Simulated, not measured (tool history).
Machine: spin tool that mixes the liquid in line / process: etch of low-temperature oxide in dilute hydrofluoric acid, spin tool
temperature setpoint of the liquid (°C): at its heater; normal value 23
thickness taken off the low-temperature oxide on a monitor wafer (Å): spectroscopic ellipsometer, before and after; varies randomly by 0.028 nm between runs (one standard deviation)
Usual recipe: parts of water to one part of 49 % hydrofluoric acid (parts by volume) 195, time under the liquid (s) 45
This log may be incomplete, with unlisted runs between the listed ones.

| run | hour | temperature setpoint of the liquid (°C) | parts of water to one part of 49 % hydrofluoric acid (parts by volume) | time under the liquid (s) | wafers since the last listed run | hours since the thermometer was replaced | hours since the hydrofluoric acid flow meter was replaced | hours since the gauge calibration | read-back film thickness of the low-temperature oxide reference wafer, read on the same gauge (nm) | thickness taken off the low-temperature oxide on a monitor wafer (Å) |
|---|---|---|---|---|---|---|---|---|---|---|
| 1 | 0 | 23 | 195 | 30 | 0 | 169.6 | 300.2 | 452.5 | 110.004 | 29.01 |
| 2 | 49.9 | 23 | 195 | 30 | 570 | 219.5 | 350.1 | 502.4 | 110.013 | 29.09 |
| 3 | 90.9 | 23 | 195 | 45 | 468 | 260.5 | 391.1 | 543.4 | 110.018 | 43.57 |
|  | 124.5 | hydrofluoric acid flow meter replaced |
| 4 | 192 | 23 | 195 | 45 | 1144 | 361.6 | 67.5 | 644.5 | 109.955 | 43.42 |
| 5 | 254.5 | 23 | 195 | 45 | 714 | 424.1 | 130 | 707 | 110.001 | 44.19 |
| 6 | 317.8 | 23 | 195 | 45 | 723 | 487.4 | 193.3 | 770.3 | 110.053 | 43.13 |
| 7 | 369.5 | 23 | 220 | 45 | 591 | 539.1 | 245 | 822 | 110.005 | 37.38 |
| 8 | 426 | 23 | 220 | 45 | 645 | 595.6 | 301.5 | 878.5 | 109.988 | 37.51 |
|  | 519.5 | hydrofluoric acid flow meter replaced |
| 9 | 520.3 | 23 | 240 | 45 | 1066 | 689.9 | 0.8 | 972.8 | 110.004 | 33.54 |
| 10 | 626.3 | 26.5 | 270 | 45 | 1211 | 795.9 | 106.8 | 1078.8 | 110.01 | 33.1 |
| 11 | 744.8 | 26.5 | 270 | 45 | 1354 | 914.4 | 225.3 | 1197.3 | 109.98 | 32.97 |
| 12 | 801.2 | 26.5 | 270 | 45 | 644 | 970.8 | 281.7 | 1253.7 | 110.025 | 32.91 |
| 13 | 878.9 | 23 | 195 | 45 | 888 | 1048.5 | 359.4 | 1331.4 | 109.988 | 43.6 |
| 14 | 920.5 | 23 | 195 | 45 | 475 | 1090.1 | 401 | 1373 | 109.979 | 43.27 |
| 15 | 957 | 23 | 195 | 45 | 417 | 1126.6 | 437.5 | 1409.5 | 109.969 | 43.2 |
| 16 | 996.9 | 23 | 195 | 45 | 456 | 1166.5 | 477.4 | 1449.4 | 110.032 | 43.52 |
|  | 1046.4 | hydrofluoric acid flow meter replaced |
| 17 | 1099.1 | 23 | 195 | 60 | 1156 | 1268.7 | 52.7 | 1551.6 | 109.956 | 57.77 |
| 18 | 1239.4 | 23 | 195 | 55 | 1603 | 1409 | 193 | 1691.9 | 110.009 | 52.95 |
|  | 1248.3 | thermometer replaced |
| 19 | 1331.1 | 23 | 250 | 55 | 1036 | 82.8 | 284.7 | 1783.6 | 110.022 | 39.29 |
| 20 | 1377.4 | 23 | 195 | 45 | 529 | 129.1 | 331 | 1829.9 | 110.012 | 43.31 |
| 21 | 1437.2 | 23 | 155 | 45 | 683 | 188.9 | 390.8 | 1889.7 | 110.018 | 57.52 |
|  | 1488.2 | gauge calibrated |
|  | 1571.6 | hydrofluoric acid flow meter replaced |
| 22 | 1717.7 | 23 | 150 | 30 | 3195 | 469.4 | 146.1 | 229.5 | 109.974 | 39.7 |
| 23 | 1839 | 18.5 | 150 | 55 | 1386 | 590.7 | 267.4 | 350.8 | 110.031 | 60.82 |
| 24 | 1917.7 | 27 | 125 | 55 | 899 | 669.4 | 346.1 | 429.5 | 110.01 | 103.21 |
|  | 2001.4 | hydrofluoric acid flow meter replaced |
| 25 | 2077.3 | 23 | 260 | 35 | 1813 | 829 | 75.9 | 589.1 | 110.01 | 23.73 |
| 26 | 2144.7 | 19.5 | 195 | 65 | 770 | 896.4 | 143.3 | 656.5 | 110.031 | 54.99 |
| 27 | 2218.9 | 23 | 240 | 45 | 848 | 970.6 | 217.5 | 730.7 | 109.96 | 33.5 |

Below are 5 alternative next runs, each starting from the tool's condition after run 27. Predict each:
| A | 2219.3 | 23 | 195 | 45 | 4 | 971 | 217.9 | 731.1 | ? | ? |
| B | 2219.3 | 19.5 | 225 | 35 | 4 | 971 | 217.9 | 731.1 | ? | ? |
| C | 2219.3 | 19 | 195 | 45 | 4 | 971 | 217.9 | 731.1 | ? | ? |
| D | 2219.3 | 20.5 | 165 | 70 | 4 | 971 | 217.9 | 731.1 | ? | ? |
| E | 2219.3 | 27 | 150 | 60 | 4 | 971 | 217.9 | 731.1 | ? | ? |

| run | read-back film thickness of the low-temperature oxide reference wafer, read on the same gauge (nm) | thickness taken off the low-temperature oxide on a monitor wafer (Å) |
|---|---|---|
| A | 110.021 | 43.7 |
| B | 110.021 | 25.04 |
| C | 110.021 | 37.49 |
| D | 110.021 | 75.32 |
| E | 110.021 | 92.54 |
Had the tool no hidden state, the same runs would have come out as:
| run | thickness taken off the low-temperature oxide on a monitor wafer (Å) |
|---|---|
| A | 43.7 |
| B | 25.04 |
| C | 37.49 |
| D | 75.32 |
| E | 92.54 |
